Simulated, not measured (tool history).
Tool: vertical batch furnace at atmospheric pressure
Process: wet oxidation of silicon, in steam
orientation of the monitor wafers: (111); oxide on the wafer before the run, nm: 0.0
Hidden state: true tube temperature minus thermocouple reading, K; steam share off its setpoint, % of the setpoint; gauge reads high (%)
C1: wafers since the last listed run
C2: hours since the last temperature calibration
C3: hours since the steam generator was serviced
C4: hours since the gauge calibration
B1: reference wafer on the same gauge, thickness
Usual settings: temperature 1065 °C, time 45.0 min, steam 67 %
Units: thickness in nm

Run 1, hour 0.0: usual settings but steam 64 %; C1 0; C2 2902.4; C3 1052.2; C4 929.4; B1 453.14. Result: thickness 441.53 nm.
Run 2, hour 40.5: usual settings; C1 700; C2 2942.9; C3 1092.7; C4 969.9; B1 453.04. Result: thickness 454.57 nm.
At hour 117.6: steam generator serviced.
Run 3, hour 118.1: usual settings but steam 76 %; C1 927; C2 3020.5; C3 0.5; C4 1047.5; B1 453.90. Result: thickness 492.69 nm.
Run 4, hour 148.1: usual settings but steam 76 %; C1 519; C2 3050.5; C3 30.5; C4 1077.5; B1 453.43. Result: thickness 490.70 nm.
Run 5, hour 196.2: usual settings; C1 832; C2 3098.6; C3 78.6; C4 1125.6; B1 451.86. Result: thickness 452.20 nm.
Run 6, hour 247.5: usual settings; C1 887; C2 3149.9; C3 129.9; C4 1176.9; B1 453.40. Result: thickness 458.94 nm.
Run 7, hour 311.5: usual settings; C1 1107; C2 3213.9; C3 193.9; C4 1240.9; B1 454.25. Result: thickness 454.46 nm.
Run 8, hour 339.3: usual settings; C1 481; C2 3241.7; C3 221.7; C4 1268.7; B1 452.70. Result: thickness 455.23 nm.
Run 9, hour 401.6: usual settings; C1 1078; C2 3304.0; C3 284.0; C4 1331.0; B1 452.92. Result: thickness 454.95 nm.
Run 10, hour 574.7: usual settings; C1 2995; C2 3477.1; C3 457.1; C4 1504.1; B1 453.12. Result: thickness 455.93 nm.
Run 11, hour 622.0: usual settings; C1 818; C2 3524.4; C3 504.4; C4 1551.4; B1 452.77. Result: thickness 455.73 nm.
At hour 626.3: gauge calibrated.
Run 12, hour 651.6: usual settings; C1 512; C2 3554.0; C3 534.0; C4 25.3; B1 452.91. Result: thickness 455.30 nm.
Run 13, hour 718.8: usual settings; C1 1162; C2 3621.2; C3 601.2; C4 92.5; B1 453.34. Result: thickness 453.84 nm.
Run 14, hour 767.0: usual settings; C1 834; C2 3669.4; C3 649.4; C4 140.7; B1 452.31. Result: thickness 458.40 nm.
Run 15, hour 831.1: usual settings but temperature 1072 °C, steam 78 %; C1 1109; C2 3733.5; C3 713.5; C4 204.8; B1 452.66. Result: thickness 511.74 nm.
Run 16, hour 862.4: usual settings; C1 541; C2 3764.8; C3 744.8; C4 236.1; B1 452.34. Result: thickness 456.81 nm.
Run 17, hour 932.5: usual settings but temperature 1052 °C, time 56.0 min, steam 76 %; C1 1212; C2 3834.9; C3 814.9; C4 306.2; B1 453.41. Result: thickness 523.79 nm.
At hour 982.0: thermocouples replaced and temperature profile calibrated.
Run 18, hour 982.5: usual settings; C1 449; C2 0.5; C3 864.9; C4 356.2; B1 453.37. Result: thickness 456.52 nm.
Run 19, hour 1021.2: usual settings but steam 56 %; C1 669; C2 39.2; C3 903.6; C4 394.9; B1 452.85. Result: thickness 411.07 nm.
Run 20, hour 1045.6: usual settings but temperature 1044 °C, time 23.5 min, steam 78 %; C1 422; C2 63.6; C3 928.0; C4 419.3; B1 452.91. Result: thickness 303.59 nm.
Run 21, hour 1098.1: usual settings but time 60.0 min, steam 60 %; C1 908; C2 116.1; C3 980.5; C4 471.8; B1 454.25. Result: thickness 502.44 nm.
Run 22, hour 1167.7: usual settings; C1 1204; C2 185.7; C3 1050.1; C4 541.4; B1 452.64. Result: thickness 459.19 nm.
Run 23, hour 1205.7: usual settings; C1 657; C2 223.7; C3 1088.1; C4 579.4; B1 452.01. Result: thickness 453.44 nm.
Run 24, hour 1369.9: usual settings but temperature 1090 °C, steam 72 %; C1 2841; C2 387.9; C3 1252.3; C4 743.6; B1 453.26. Result: thickness 522.28 nm.
Run 25, hour 1415.4: usual settings but temperature 1077 °C, time 60.5 min, steam 70 %; C1 787; C2 433.4; C3 1297.8; C4 789.1; B1 452.80. Result: thickness 579.01 nm.
Run 26, hour 1481.4: usual settings but temperature 1050 °C; C1 1142; C2 499.4; C3 1363.8; C4 855.1; B1 452.85. Result: thickness 427.60 nm.
At hour 1526.2: steam generator serviced.
Run 27, hour 1526.7: usual settings; C1 368; C2 544.7; C3 0.5; C4 900.4; B1 452.45. Result: thickness 451.90 nm.
Run 28, hour 1564.2: usual settings but temperature 1082 °C, time 28.5 min, steam 60 %; C1 648; C2 582.2; C3 38.0; C4 937.9; B1 453.09. Result: thickness 353.03 nm.
Run 29, hour 1620.4: usual settings but temperature 1045 °C, time 62.5 min, steam 59 %; C1 972; C2 638.4; C3 94.2; C4 994.1; B1 453.73. Result: thickness 465.56 nm.
Run 30, hour 1678.2: usual settings; C1 1000; C2 696.2; C3 152.0; C4 1051.9; B1 452.78. Result: thickness 452.90 nm.
Run 31, hour 1747.2: usual settings; C1 1193; C2 765.2; C3 221.0; C4 1120.9; B1 452.35. Result: thickness 458.53 nm.
Run 32, hour 1809.5: usual settings; C1 1078; C2 827.5; C3 283.3; C4 1183.2; B1 453.01. Result: thickness 453.87 nm.
Run 33, hour 1869.2: usual settings but temperature 1043 °C, steam 76 %; C1 1033; C2 887.2; C3 343.0; C4 1242.9; B1 452.79. Result: thickness 443.64 nm.
Run 34, hour 1935.2: usual settings but time 66.5 min; C1 1142; C2 953.2; C3 409.0; C4 1308.9; B1 452.29. Result: thickness 571.58 nm.
Run 35, hour 1988.4: usual settings but temperature 1053 °C, time 34.5 min, steam 72 %; C1 920; C2 1006.4; C3 462.2; C4 1362.1; B1 453.07. Result: thickness 381.14 nm.
Run 36, hour 2014.8: usual settings but time 34.5 min, steam 75 %; C1 456; C2 1032.8; C3 488.6; C4 1388.5; B1 453.42. Result: thickness 418.82 nm.
Run 37, hour 2076.0: usual settings but temperature 1077 °C, steam 74 %; C1 1058; C2 1094.0; C3 549.8; C4 1449.7; B1 453.30. Result: thickness 501.95 nm.

How the hidden state differs across the entries between the runs, from the last listed run before each to the first after it:
Between runs 2 and 3: steam generator serviced (hour 117.6)
  no hidden state differs between the two runs
Between runs 11 and 12: gauge calibrated (hour 626.3)
  no hidden state differs between the two runs
Between runs 17 and 18: thermocouples replaced and temperature profile calibrated (hour 982.0)
  no hidden state differs between the two runs
Between runs 26 and 27: steam generator serviced (hour 1526.2)
  no hidden state differs between the two runs

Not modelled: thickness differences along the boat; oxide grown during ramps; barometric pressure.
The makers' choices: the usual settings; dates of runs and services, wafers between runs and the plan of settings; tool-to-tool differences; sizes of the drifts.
